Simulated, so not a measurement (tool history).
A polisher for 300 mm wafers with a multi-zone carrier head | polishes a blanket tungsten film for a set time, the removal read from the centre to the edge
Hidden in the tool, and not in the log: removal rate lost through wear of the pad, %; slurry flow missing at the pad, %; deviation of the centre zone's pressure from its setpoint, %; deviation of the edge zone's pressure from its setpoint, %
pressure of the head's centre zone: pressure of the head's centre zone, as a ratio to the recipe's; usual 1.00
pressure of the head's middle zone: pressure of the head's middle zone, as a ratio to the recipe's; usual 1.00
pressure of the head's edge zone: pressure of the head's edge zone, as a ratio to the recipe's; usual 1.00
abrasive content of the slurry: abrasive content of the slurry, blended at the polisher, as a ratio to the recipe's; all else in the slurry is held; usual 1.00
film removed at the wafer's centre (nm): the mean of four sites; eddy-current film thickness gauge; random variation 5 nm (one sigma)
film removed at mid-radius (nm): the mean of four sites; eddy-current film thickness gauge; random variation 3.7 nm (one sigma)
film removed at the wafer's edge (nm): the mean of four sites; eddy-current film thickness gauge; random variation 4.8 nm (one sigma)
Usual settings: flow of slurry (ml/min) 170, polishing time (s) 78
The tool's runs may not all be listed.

run	hour	flow of slurry (ml/min)	pressure of the head's centre zone	pressure of the head's middle zone	pressure of the head's edge zone	abrasive content of the slurry	polishing time (s)	wafers since the last listed run	wafers polished on this pad	hours since the slurry nozzle was cleaned	hours since the centre zone pressure was calibrated	hours since the edge zone pressure was calibrated	hours since the carrier head's membrane was replaced	incoming thickness of the incoming film, nm	film removed at the wafer's centre (nm)	film removed at mid-radius (nm)	film removed at the wafer's edge (nm)
1	0.0	170	1.08	1.00	1.00	1.00	78	0	3248	200.0	1330.9	269.2	1449.2	943.6	426.1	382.9	393.3
2	54.0	170	1.00	1.00	1.00	1.00	78	790	4038	254.0	1384.9	323.2	1503.2	944.3	403.7	384.0	386.9
# hour 72.2: worn pad replaced by a new one
3	103.7	170	1.00	1.00	1.00	1.00	78	668	461	303.7	1434.6	372.9	1552.9	948.9	412.7	388.7	389.3
# hour 134.9: slurry nozzle cleaned
4	135.4	170	1.00	1.00	1.00	1.00	78	449	910	0.5	1466.3	404.6	1584.6	934.9	411.5	385.2	402.5
5	175.6	170	1.00	1.00	1.00	1.00	78	588	1498	40.7	1506.5	444.8	1624.8	953.4	405.8	384.4	396.0
6	239.1	170	1.06	1.00	1.00	1.00	78	929	2427	104.2	1570.0	508.3	1688.3	942.1	425.4	382.7	388.7
7	271.9	170	1.00	1.00	1.00	1.00	102	479	2907	137.0	1602.8	541.1	1721.1	929.4	535.9	505.9	506.1
# hour 282.1: centre zone pressure recalibrated
# hour 321.9: worn pad replaced by a new one
8	330.2	170	1.00	1.00	1.00	1.00	78	765	121	195.3	48.1	599.4	1779.4	942.5	418.5	384.1	389.8
9	356.7	170	1.00	1.00	0.92	1.25	94	387	508	221.8	74.6	625.9	1805.9	950.5	542.3	495.1	488.6
10	385.3	170	1.08	1.00	1.00	1.00	78	418	927	250.4	103.2	654.5	1834.5	933.8	480.3	380.9	392.2
# hour 442.8: slurry nozzle cleaned
11	443.5	135	1.00	1.00	0.96	1.00	78	836	1763	0.7	161.4	712.7	1892.7	941.5	425.0	373.6	379.4
# hour 469.9: carrier head's membrane replaced by a new one
12	496.5	170	1.09	1.00	1.00	1.00	78	702	2466	53.7	214.4	765.7	26.6	937.0	477.2	378.1	394.8
# hour 529.7: centre zone pressure recalibrated, repeated, since the last time left the tool worse
13	557.5	170	1.04	0.92	1.00	1.00	78	863	3329	114.7	27.8	826.7	87.6	942.1	394.8	359.2	394.3
# hour 590.2: edge zone pressure recalibrated
# hour 600.4: worn pad replaced by a new one
14	625.2	170	1.00	1.00	1.00	1.00	78	902	362	182.4	95.5	35.0	155.3	939.3	376.7	384.1	388.2
15	691.3	170	1.00	1.08	1.00	1.00	70	967	1329	248.5	161.6	101.1	221.4	940.7	346.7	363.8	341.8
16	743.1	170	0.91	1.10	1.00	1.00	78	757	2087	300.3	213.4	152.9	273.2	935.6	349.2	416.5	393.7
17	771.6	210	0.89	0.97	0.92	1.00	78	416	2504	328.8	241.9	181.4	301.7	939.6	344.5	383.7	387.0
# hour 774.3: slurry nozzle cleaned
18	800.5	170	1.00	1.00	1.00	1.00	78	408	2912	26.2	270.8	210.3	330.6	939.4	381.6	383.2	399.5
19	864.1	170	1.00	1.00	1.00	1.00	78	930	3843	89.8	334.4	273.9	394.2	954.0	384.5	380.4	384.3
20	903.7	190	0.96	1.00	0.93	1.00	69	579	4422	129.4	374.0	313.5	433.8	940.6	339.3	338.0	340.8
# hour 909.8: worn pad replaced by a new one
21	945.6	225	1.04	0.89	1.00	0.70	78	554	524	171.3	415.9	355.4	475.7	930.3	373.2	330.7	373.2

Measured less the same run without the tool's hidden state. The same run-to-run variation is in both; the gauge's scatter may not be:
run	film removed at the wafer's centre (nm)
1	+24.0
2	+23.8
3	+25.1
4	+25.5
5	+25.7
6	+27.9
7	+35.9
8	+48.9
9	+63.8
10	+56.6
11	+51.2
12	+58.0
13	+3.8
14	+4.7
15	+5.3
16	+6.1
17	+6.5
18	+7.5
19	+8.6
20	+8.1
21	+9.6
film removed at mid-radius (nm): within 0.3 of the measured result in every run.
film removed at the wafer's edge (nm): 0 in every run.
